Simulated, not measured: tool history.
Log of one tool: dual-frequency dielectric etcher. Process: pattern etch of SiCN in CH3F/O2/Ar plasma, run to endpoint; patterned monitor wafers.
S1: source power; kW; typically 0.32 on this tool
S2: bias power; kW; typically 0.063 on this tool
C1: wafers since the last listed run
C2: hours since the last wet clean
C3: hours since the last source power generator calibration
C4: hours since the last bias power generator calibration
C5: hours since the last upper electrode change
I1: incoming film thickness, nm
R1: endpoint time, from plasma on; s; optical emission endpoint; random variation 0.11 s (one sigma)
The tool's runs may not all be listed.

{"run": 1, "day": 0.0, "S1": 0.32, "S2": 0.074, "C1": 0, "C2": 501.5, "C3": 1786.3, "C4": 4579.7, "C5": 2580.8, "I1": 11.45, "R1": 32.3}
{"run": 2, "day": 2.042, "S1": 0.32, "S2": 0.074, "C1": 489, "C2": 550.5, "C3": 1835.3, "C4": 4628.7, "C5": 2629.8, "I1": 11.44, "R1": 32.1}
{"run": 3, "day": 3.004, "S1": 0.32, "S2": 0.074, "C1": 230, "C2": 573.6, "C3": 1858.4, "C4": 4651.8, "C5": 2652.9, "I1": 11.35, "R1": 31.8}
{"day": 4.892, "done": "wet clean of the chamber"}
{"run": 4, "day": 4.912, "S1": 0.32, "S2": 0.07, "C1": 217, "C2": 0.5, "C3": 1904.2, "C4": 4697.6, "C5": 2698.7, "I1": 11.35, "R1": 33.7}
{"run": 5, "day": 5.038, "S1": 0.32, "S2": 0.07, "C1": 29, "C2": 3.5, "C3": 1907.2, "C4": 4700.6, "C5": 2701.7, "I1": 11.43, "R1": 34.2}
{"run": 6, "day": 5.7, "S1": 0.32, "S2": 0.07, "C1": 158, "C2": 19.4, "C3": 1923.1, "C4": 4716.5, "C5": 2717.6, "I1": 11.45, "R1": 34.2}
{"day": 7.267, "done": "upper electrode replaced"}
{"run": 7, "day": 7.288, "S1": 0.32, "S2": 0.063, "C1": 140, "C2": 57.5, "C3": 1961.2, "C4": 4754.6, "C5": 0.5, "I1": 11.53, "R1": 35.9}
{"run": 8, "day": 7.3, "S1": 0.32, "S2": 0.063, "C1": 2, "C2": 57.8, "C3": 1961.5, "C4": 4754.9, "C5": 0.8, "I1": 11.41, "R1": 35.6}
{"run": 9, "day": 8.262, "S1": 0.32, "S2": 0.063, "C1": 230, "C2": 80.9, "C3": 1984.6, "C4": 4778, "C5": 23.9, "I1": 11.36, "R1": 35.6}
{"run": 10, "day": 9.192, "S1": 0.32, "S2": 0.063, "C1": 222, "C2": 103.2, "C3": 2006.9, "C4": 4800.3, "C5": 46.2, "I1": 11.33, "R1": 35.3}
{"run": 11, "day": 12.233, "S1": 0.32, "S2": 0.063, "C1": 729, "C2": 176.2, "C3": 2079.9, "C4": 4873.3, "C5": 119.2, "I1": 11.51, "R1": 35.7}
{"run": 12, "day": 13.229, "S1": 0.32, "S2": 0.063, "C1": 238, "C2": 200.1, "C3": 2103.8, "C4": 4897.2, "C5": 143.1, "I1": 11.43, "R1": 35.4}
{"run": 13, "day": 14.267, "S1": 0.36, "S2": 0.055, "C1": 248, "C2": 225, "C3": 2128.7, "C4": 4922.1, "C5": 168, "I1": 11.39, "R1": 36.4}
{"run": 14, "day": 14.792, "S1": 0.26, "S2": 0.074, "C1": 125, "C2": 237.6, "C3": 2141.3, "C4": 4934.7, "C5": 180.6, "I1": 11.57, "R1": 34.9}
{"run": 15, "day": 15.433, "S1": 0.38, "S2": 0.071, "C1": 153, "C2": 253, "C3": 2156.7, "C4": 4950.1, "C5": 196, "I1": 11.39, "R1": 31.6}
{"run": 16, "day": 16.8, "S1": 0.32, "S2": 0.075, "C1": 327, "C2": 285.8, "C3": 2189.5, "C4": 4982.9, "C5": 228.8, "I1": 11.45, "R1": 32.5}
{"run": 17, "day": 17.542, "S1": 0.36, "S2": 0.057, "C1": 177, "C2": 303.6, "C3": 2207.3, "C4": 5000.7, "C5": 246.6, "I1": 11.27, "R1": 35.2}
{"run": 18, "day": 18.875, "S1": 0.39, "S2": 0.048, "C1": 319, "C2": 335.6, "C3": 2239.3, "C4": 5032.7, "C5": 278.6, "I1": 11.4, "R1": 37.6}
{"run": 19, "day": 19.738, "S1": 0.32, "S2": 0.063, "C1": 206, "C2": 356.3, "C3": 2260, "C4": 5053.4, "C5": 299.3, "I1": 11.48, "R1": 35.3}
{"run": 20, "day": 21.071, "S1": 0.26, "S2": 0.068, "C1": 319, "C2": 388.3, "C3": 2292, "C4": 5085.4, "C5": 331.3, "I1": 11.33, "R1": 35.5}
{"day": 21.871, "done": "source power generator calibrated"}
{"run": 21, "day": 22.304, "S1": 0.25, "S2": 0.063, "C1": 255, "C2": 417.9, "C3": 10.4, "C4": 5115, "C5": 360.9, "I1": 11.46, "R1": 37.6}
{"run": 22, "day": 24.588, "S1": 0.38, "S2": 0.071, "C1": 547, "C2": 472.7, "C3": 65.2, "C4": 5169.8, "C5": 415.7, "I1": 11.37, "R1": 31.2}
{"run": 23, "day": 25.454, "S1": 0.32, "S2": 0.063, "C1": 207, "C2": 493.5, "C3": 86, "C4": 5190.6, "C5": 436.5, "I1": 11.51, "R1": 35.2}
{"run": 24, "day": 26.088, "S1": 0.34, "S2": 0.071, "C1": 151, "C2": 508.7, "C3": 101.2, "C4": 5205.8, "C5": 451.7, "I1": 11.28, "R1": 31.9}
{"run": 25, "day": 26.862, "S1": 0.25, "S2": 0.056, "C1": 185, "C2": 527.3, "C3": 119.8, "C4": 5224.4, "C5": 470.3, "I1": 11.47, "R1": 39.6}
{"day": 27.108, "done": "bias power generator calibrated"}
{"run": 26, "day": 28.029, "S1": 0.32, "S2": 0.068, "C1": 239, "C2": 555.3, "C3": 147.8, "C4": 22.1, "C5": 498.3, "I1": 11.38, "R1": 33.4}
{"day": 29.221, "done": "wet clean of the chamber"}
{"run": 27, "day": 29.242, "S1": 0.26, "S2": 0.063, "C1": 50, "C2": 0.5, "C3": 176.9, "C4": 51.2, "C5": 527.4, "I1": 11.41, "R1": 37.8}
{"run": 28, "day": 29.312, "S1": 0.32, "S2": 0.063, "C1": 16, "C2": 2.2, "C3": 178.6, "C4": 52.9, "C5": 529.1, "I1": 11.29, "R1": 35.3}
{"run": 29, "day": 29.967, "S1": 0.28, "S2": 0.056, "C1": 156, "C2": 17.9, "C3": 194.3, "C4": 68.6, "C5": 544.8, "I1": 11.44, "R1": 39.3}
{"run": 30, "day": 31.021, "S1": 0.32, "S2": 0.063, "C1": 252, "C2": 43.2, "C3": 219.6, "C4": 93.9, "C5": 570.1, "I1": 11.41, "R1": 35.7}
{"run": 31, "day": 34.138, "S1": 0.32, "S2": 0.063, "C1": 747, "C2": 118, "C3": 294.4, "C4": 168.7, "C5": 644.9, "I1": 11.41, "R1": 35.3}
{"run": 32, "day": 35.138, "S1": 0.27, "S2": 0.049, "C1": 239, "C2": 142, "C3": 318.4, "C4": 192.7, "C5": 668.9, "I1": 11.51, "R1": 42.1}
{"run": 33, "day": 36.433, "S1": 0.39, "S2": 0.063, "C1": 310, "C2": 173.1, "C3": 349.5, "C4": 223.8, "C5": 700, "I1": 11.43, "R1": 33.4}
{"run": 34, "day": 37.879, "S1": 0.39, "S2": 0.063, "C1": 346, "C2": 207.8, "C3": 384.2, "C4": 258.5, "C5": 734.7, "I1": 11.42, "R1": 33.4}

Each row is a separate what-if for the run after 34, all from the same tool condition, not one after another. Results?
{"run": "A", "day": 37.896, "S1": 0.32, "S2": 0.063, "C1": 3, "C2": 208.2, "C3": 384.6, "C4": 258.9, "C5": 735.1, "I1": 11.44, "R1": "?"}
{"run": "B", "day": 37.896, "S1": 0.38, "S2": 0.056, "C1": 3, "C2": 208.2, "C3": 384.6, "C4": 258.9, "C5": 735.1, "I1": 11.44, "R1": "?"}
{"run": "C", "day": 37.896, "S1": 0.38, "S2": 0.051, "C1": 3, "C2": 208.2, "C3": 384.6, "C4": 258.9, "C5": 735.1, "I1": 11.44, "R1": "?"}
{"run": "D", "day": 37.896, "S1": 0.38, "S2": 0.076, "C1": 3, "C2": 208.2, "C3": 384.6, "C4": 258.9, "C5": 735.1, "I1": 11.44, "R1": "?"}
{"run": "E", "day": 37.896, "S1": 0.25, "S2": 0.069, "C1": 3, "C2": 208.2, "C3": 384.6, "C4": 258.9, "C5": 735.1, "I1": 11.44, "R1": "?"}

run=A R1=35.4
run=B R1=35.6
run=C R1=37.1
run=D R1=30.9
run=E R1=36.3
The same runs, with their run-to-run variation unchanged, on a tool lacking any hidden condition would have given:
run=A R1=35.8
run=B R1=36
run=C R1=37.6
run=D R1=31.2
run=E R1=36.7

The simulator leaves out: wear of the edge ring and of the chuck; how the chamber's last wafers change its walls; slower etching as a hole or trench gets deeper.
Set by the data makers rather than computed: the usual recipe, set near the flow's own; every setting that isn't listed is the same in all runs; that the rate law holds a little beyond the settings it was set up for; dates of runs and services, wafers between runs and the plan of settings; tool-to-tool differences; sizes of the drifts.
